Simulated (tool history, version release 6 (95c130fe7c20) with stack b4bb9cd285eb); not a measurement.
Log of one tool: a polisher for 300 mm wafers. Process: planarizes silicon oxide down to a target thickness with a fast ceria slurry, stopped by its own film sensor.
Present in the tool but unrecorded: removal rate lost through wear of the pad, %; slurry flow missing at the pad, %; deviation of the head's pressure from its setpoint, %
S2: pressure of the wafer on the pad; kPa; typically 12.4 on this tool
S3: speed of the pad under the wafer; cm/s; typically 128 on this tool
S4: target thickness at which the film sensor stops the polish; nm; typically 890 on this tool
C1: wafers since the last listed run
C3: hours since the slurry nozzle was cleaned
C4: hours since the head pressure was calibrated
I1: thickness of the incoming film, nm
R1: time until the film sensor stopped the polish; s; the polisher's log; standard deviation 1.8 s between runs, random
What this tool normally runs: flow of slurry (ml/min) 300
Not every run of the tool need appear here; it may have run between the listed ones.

Run 1, day 0.000: usual settings but S3 98 cm/s; C1 0; wafers polished on this pad 183; C3 48.2; C4 807.6; I1 2090.3. Result: R1 120.1 s.
Run 2, day 0.988: usual settings but S2 10.3 kPa; C1 128; wafers polished on this pad 311; C3 71.9; C4 831.3; I1 2046.1. Result: R1 105.7 s.
Run 3, day 2.012: usual settings; C1 132; wafers polished on this pad 444; C3 96.5; C4 855.9; I1 2064.2. Result: R1 93.8 s.
Run 4, day 2.612: usual settings; C1 77; wafers polished on this pad 522; C3 110.9; C4 870.3; I1 2062.3. Result: R1 92.2 s.
Run 5, day 4.071: usual settings but S3 156 cm/s; C1 189; wafers polished on this pad 711; C3 145.9; C4 905.3; I1 2061.4. Result: R1 77.9 s.
Run 6, day 5.079: usual settings; C1 130; wafers polished on this pad 842; C3 170.1; C4 929.5; I1 2078.3. Result: R1 92.9 s.
Run 7, day 5.604: usual settings; C1 68; wafers polished on this pad 910; C3 182.7; C4 942.1; I1 2070.9. Result: R1 91.6 s.
Run 8, day 7.783: usual settings but S4 1015 nm; C1 282; wafers polished on this pad 1193; C3 235.0; C4 994.4; I1 2069.5. Result: R1 82.3 s.
Run 9, day 9.012: usual settings but S4 1015 nm; C1 159; wafers polished on this pad 1352; C3 264.5; C4 1023.9; I1 2100.3. Result: R1 84.1 s.
At day 9.838: worn pad replaced by a new one.
Run 10, day 10.238: usual settings but S2 14.5 kPa; C1 137; wafers polished on this pad 51; C3 293.9; C4 1053.3; I1 2054.7. Result: R1 79.8 s.
At day 10.738: slurry nozzle cleaned.
Run 11, day 11.475: usual settings; C1 155; wafers polished on this pad 206; C3 17.7; C4 1083.0; I1 2039.1. Result: R1 90.0 s.
Run 12, day 12.212: usual settings; C1 95; wafers polished on this pad 302; C3 35.4; C4 1100.7; I1 2037.2. Result: R1 89.6 s.
Run 13, day 13.317: usual settings but flow of slurry (ml/min) 355, S4 780 nm; C1 143; wafers polished on this pad 445; C3 61.9; C4 1127.2; I1 2083.3. Result: R1 102.0 s.
Run 14, day 14.546: usual settings but flow of slurry (ml/min) 350, S2 15.2 kPa; C1 159; wafers polished on this pad 605; C3 91.4; C4 1156.7; I1 2036.6. Result: R1 74.3 s.
Run 15, day 15.917: usual settings; C1 177; wafers polished on this pad 783; C3 124.3; C4 1189.6; I1 2068.8. Result: R1 92.9 s.
Run 16, day 17.108: usual settings but S3 96 cm/s; C1 154; wafers polished on this pad 937; C3 152.9; C4 1218.2; I1 2087.3. Result: R1 125.2 s.
At day 17.454: head pressure recalibrated.
Run 17, day 17.662: usual settings but flow of slurry (ml/min) 260, S4 1158 nm; C1 61; wafers polished on this pad 998; C3 166.2; C4 5.0; I1 2070.0. Result: R1 74.1 s.
At day 19.262: worn pad replaced by a new one.
Run 18, day 19.283: usual settings but S2 9.7 kPa; C1 188; wafers polished on this pad 2; C3 205.1; C4 43.9; I1 2040.7. Result: R1 115.5 s.
Run 19, day 20.083: usual settings; C1 103; wafers polished on this pad 106; C3 224.3; C4 63.1; I1 2046.4. Result: R1 91.6 s.
At day 21.200: slurry nozzle cleaned.
Run 20, day 21.462: usual settings but flow of slurry (ml/min) 365, S2 16.5 kPa, S3 86 cm/s; C1 173; wafers polished on this pad 279; C3 6.3; C4 96.2; I1 2068.8. Result: R1 96.1 s.
Run 21, day 22.650: usual settings but flow of slurry (ml/min) 235; C1 154; wafers polished on this pad 433; C3 34.8; C4 124.7; I1 2061.1. Result: R1 97.4 s.
Run 22, day 23.838: usual settings; C1 154; wafers polished on this pad 587; C3 63.3; C4 153.2; I1 2097.8. Result: R1 93.5 s.
Run 23, day 24.700: usual settings; C1 111; wafers polished on this pad 699; C3 84.0; C4 173.9; I1 2059.9. Result: R1 94.0 s.
Run 24, day 25.421: usual settings but flow of slurry (ml/min) 255; C1 93; wafers polished on this pad 793; C3 101.3; C4 191.2; I1 2087.6. Result: R1 100.4 s.
Run 25, day 26.575: usual settings but flow of slurry (ml/min) 225; C1 149; wafers polished on this pad 943; C3 129.0; C4 218.9; I1 2060.6. Result: R1 95.7 s.
Run 26, day 28.054: usual settings but S4 669 nm; C1 191; wafers polished on this pad 1134; C3 164.5; C4 254.4; I1 2100.5. Result: R1 116.2 s.
Run 27, day 28.633: usual settings but flow of slurry (ml/min) 235; C1 75; wafers polished on this pad 1210; C3 178.4; C4 268.3; I1 2076.2. Result: R1 93.9 s.
At day 29.662: worn pad replaced by a new one.
Run 28, day 30.121: usual settings; C1 171; wafers polished on this pad 59; C3 214.1; C4 304.0; I1 2095.7. Result: R1 92.9 s.
Run 29, day 31.521: usual settings but S2 9.7 kPa, S3 146 cm/s, S4 1003 nm; C1 181; wafers polished on this pad 241; C3 247.7; C4 337.6; I1 2082.7. Result: R1 98.0 s.
Run 30, day 32.788: usual settings but flow of slurry (ml/min) 375, S4 1117 nm; C1 164; wafers polished on this pad 405; C3 278.1; C4 368.0; I1 2097.9. Result: R1 76.7 s.
At day 33.388: slurry nozzle cleaned.
Run 31, day 34.596: usual settings but S3 154 cm/s; C1 229; wafers polished on this pad 634; C3 29.0; C4 411.4; I1 2075.7. Result: R1 80.8 s.
Run 32, day 35.304: usual settings but flow of slurry (ml/min) 225, S2 15.2 kPa, S3 100 cm/s, S4 758 nm; C1 91; wafers polished on this pad 726; C3 46.0; C4 428.4; I1 2057.2. Result: R1 111.9 s.
Run 33, day 36.729: usual settings; C1 184; wafers polished on this pad 911; C3 80.2; C4 462.6; I1 2080.3. Result: R1 92.0 s.
Run 34, day 37.479: usual settings but flow of slurry (ml/min) 375; C1 97; wafers polished on this pad 1008; C3 98.2; C4 480.6; I1 2051.3. Result: R1 91.2 s.
Run 35, day 38.962: usual settings; C1 192; wafers polished on this pad 1200; C3 133.8; C4 516.2; I1 2062.6. Result: R1 95.0 s.
At day 39.367: worn pad replaced by a new one.
Run 36, day 40.296: usual settings but flow of slurry (ml/min) 225, S3 154 cm/s; C1 151; wafers polished on this pad 120; C3 165.8; C4 548.2; I1 2095.3. Result: R1 81.7 s.

How the hidden state differs across the entries between the runs, from the last listed run before each to the first after it:
From run 9 to run 10: worn pad replaced by a new one (day 9.838)
  no hidden state differs between the two runs
From run 10 to run 11: slurry nozzle cleaned (day 10.738)
  no hidden state differs between the two runs
From run 16 to run 17: head pressure recalibrated (day 17.454)
  no hidden state differs between the two runs
From run 17 to run 18: worn pad replaced by a new one (day 19.262)
  no hidden state differs between the two runs
From run 19 to run 20: slurry nozzle cleaned (day 21.200)
  no hidden state differs between the two runs
From run 27 to run 28: worn pad replaced by a new one (day 29.662)
  no hidden state differs between the two runs
From run 30 to run 31: slurry nozzle cleaned (day 33.388)
  no hidden state differs between the two runs
From run 35 to run 36: worn pad replaced by a new one (day 39.367)
  no hidden state differs between the two runs
